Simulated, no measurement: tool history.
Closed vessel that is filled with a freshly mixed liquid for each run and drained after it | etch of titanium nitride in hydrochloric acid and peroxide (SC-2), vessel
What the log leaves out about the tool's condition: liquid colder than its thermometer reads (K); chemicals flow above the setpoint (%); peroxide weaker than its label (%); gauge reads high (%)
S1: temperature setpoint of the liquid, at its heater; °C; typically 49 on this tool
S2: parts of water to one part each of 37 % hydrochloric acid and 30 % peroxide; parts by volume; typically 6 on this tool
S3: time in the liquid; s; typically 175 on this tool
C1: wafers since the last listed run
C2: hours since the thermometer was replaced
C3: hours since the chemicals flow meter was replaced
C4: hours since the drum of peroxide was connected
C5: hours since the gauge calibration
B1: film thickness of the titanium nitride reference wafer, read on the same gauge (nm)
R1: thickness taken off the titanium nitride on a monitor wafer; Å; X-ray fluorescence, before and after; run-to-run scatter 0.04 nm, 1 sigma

run   hour    S1   S2   S3    C1      C2     C3     C4     C5       B1      R1
  1      0    49    6  175     0  1588.2  243.2  607.2  643.4  120.024   37.69
      10.2  -- gauge calibrated
  2   34.4    49    8  145  2870  1622.6  277.6  641.6   24.2  119.979   25.04
  3   59.9    49    8  145  2128  1648.1  303.1  667.1   49.7  119.966   25.11
  4   81.6  55.5    6  175  1811  1669.8  324.8  688.8   71.4  120.031   57.78
  5  101.7  55.5    6  175  1677  1689.9  344.9  708.9   91.5  120.011   58.42
  6  120.6    49    6  200  1577  1708.8  363.8  727.8  110.4  120.037   42.25
     135.3  -- chemicals flow meter replaced
  7  150.3    49    6  200  2395  1738.5     15  757.5  140.1  119.982   42.73
  8  165.4    49    6  200  1260  1753.6   30.1  772.6  155.2  120.016    42.6
  9  198.7    49    4  175  2779  1786.9   63.4  805.9  188.5  120.011   49.37
 10  233.6    49    4  175  2912  1821.8   98.3  840.8  223.4  120.056   49.51
 11  256.7    49    6  175  1927  1844.9  121.4  863.9  246.5  119.972   37.29
 12  270.7    49    6  175  1168  1858.9  135.4  877.9  260.5   120.03   36.19
 13  295.6    49    6  175  2078  1883.8  160.3  902.8  285.4  120.032   36.63
 14  389.6    49    6  175  7844  1977.8  254.3  996.8  379.4  119.989   36.49
     401.2  -- new drum of peroxide connected
 15  418.8  45.5    4  175  2353    2007  283.5   17.6  408.6   119.98    40.5
 16  432.4    58    4  270  1135  2020.6  297.1   31.2  422.2  119.988  144.23
 17  446.1    42    4  175  1143  2034.3  310.8   44.9  435.9  120.001   31.62
 18  470.1    49    4  125  2002  2058.3  334.8   68.9  459.9  120.043   36.32
 19  485.3    49    6  175  1268  2073.5    350   84.1  475.1  120.032   38.49
 20  514.6  45.5  7.5  120  2445  2102.8  379.3  113.4  504.4  119.992   17.19
 21  532.4  54.5    6  175  1485  2120.6  397.1  131.2  522.2  120.046   55.77
 22  549.9    39    8   75  1460  2138.1  414.6  148.7  539.7  120.041    6.47
     573.3  -- chemicals flow meter replaced
 23  626.5    49  4.5  175  6309  2214.7   53.2  225.3  616.3  120.017   45.94
     627.7  -- thermometer replaced
     630.1  -- gauge calibrated
 24  658.4    56    4  240  2578    30.7   85.1  257.2   28.3   120.02   127.4
 25  761.6    45    6  175  8612   133.9  188.3  360.4  131.5  119.996   32.24
 26  788.2    49    6  150  2219   160.5  214.9    387  158.1  119.996   36.47
 27  808.1    49    6  175  1660   180.4  234.8  406.9    178  120.014   42.52
 28  821.8    49    4  125  1143   194.1  248.5  420.6  191.7  120.012   40.68

What does the tool deliver on the next run?
 29  836.5  49   6  175  1226  208.8  263.2  435.3  206.4   ?   ?

{"run 29": {"B1": 120.004, "R1": 42.21}}
If the tool had no hidden condition, the same run with the same run-to-run variation would have returned R1 44.53 Å.

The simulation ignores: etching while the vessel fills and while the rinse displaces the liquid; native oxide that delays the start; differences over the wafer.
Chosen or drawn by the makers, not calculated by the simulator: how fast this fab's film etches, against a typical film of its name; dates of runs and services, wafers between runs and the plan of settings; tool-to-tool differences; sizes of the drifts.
